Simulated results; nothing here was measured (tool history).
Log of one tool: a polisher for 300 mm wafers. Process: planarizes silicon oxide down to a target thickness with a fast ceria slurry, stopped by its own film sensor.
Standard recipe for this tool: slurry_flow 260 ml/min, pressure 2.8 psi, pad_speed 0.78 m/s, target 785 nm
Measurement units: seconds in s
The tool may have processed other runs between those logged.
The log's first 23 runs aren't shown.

| run | hour | slurry_flow | pressure | pad_speed | target | incoming thickness of the incoming film, nm | seconds |
|---|---|---|---|---|---|---|---|
|  | 1624.6 | slurry nozzle cleaned |
|  | 1643.4 | head pressure recalibrated |
|  | 1680 | worn pad replaced by a new one |
| 24 | 1684.2 | 260 | 3.5 | 0.78 | 785 | 1710.5 | 58.1 |
| 25 | 1730.5 | 335 | 2.5 | 1.04 | 959 | 1693.3 | 50.6 |
| 26 | 1804.9 | 260 | 3.4 | 0.78 | 525 | 1674.6 | 79.3 |
| 27 | 1846.7 | 260 | 3.2 | 0.6 | 1102 | 1683.2 | 50.6 |
| 28 | 1896.8 | 305 | 2.2 | 1 | 785 | 1694.8 | 79.5 |
| 29 | 1945.8 | 260 | 2.8 | 0.78 | 785 | 1702.6 | 82 |
| 30 | 2001.8 | 330 | 3.5 | 0.9 | 785 | 1687.4 | 55.9 |
| 31 | 2055.1 | 320 | 3.2 | 0.78 | 785 | 1665.5 | 66.2 |
| 32 | 2142.5 | 260 | 2.8 | 0.78 | 655 | 1726 | 97.7 |
|  | 2157.2 | slurry nozzle cleaned |
|  | 2160.9 | worn pad replaced by a new one |
| 33 | 2237 | 260 | 2.8 | 0.78 | 785 | 1689.6 | 75.6 |
| 34 | 2312.3 | 260 | 2.8 | 0.78 | 785 | 1690.4 | 80 |
| 35 | 2411.3 | 290 | 3.6 | 0.98 | 691 | 1734.5 | 58.4 |

Here are 5 independent what-if runs from the current tool condition. What would each one return?
| A | 2411.7 | 260 | 2.8 | 0.78 | 606 | 1691.2 | ? |
| B | 2411.7 | 235 | 3.8 | 0.5 | 1090 | 1691.2 | ? |
| C | 2411.7 | 345 | 2.8 | 0.9 | 497 | 1691.2 | ? |
| D | 2411.7 | 200 | 2.1 | 0.5 | 678 | 1691.2 | ? |
| E | 2411.7 | 340 | 2.2 | 1.04 | 981 | 1691.2 | ? |

| run | seconds |
|---|---|
| A | 94.2 |
| B | 53.6 |
| C | 89.6 |
| D | 168.1 |
| E | 60.6 |
With the hidden condition removed and each run's random variation left untouched, the same runs would have given:
| run | seconds |
|---|---|
| A | 80.3 |
| B | 45.5 |
| C | 77 |
| D | 142 |
| E | 52 |
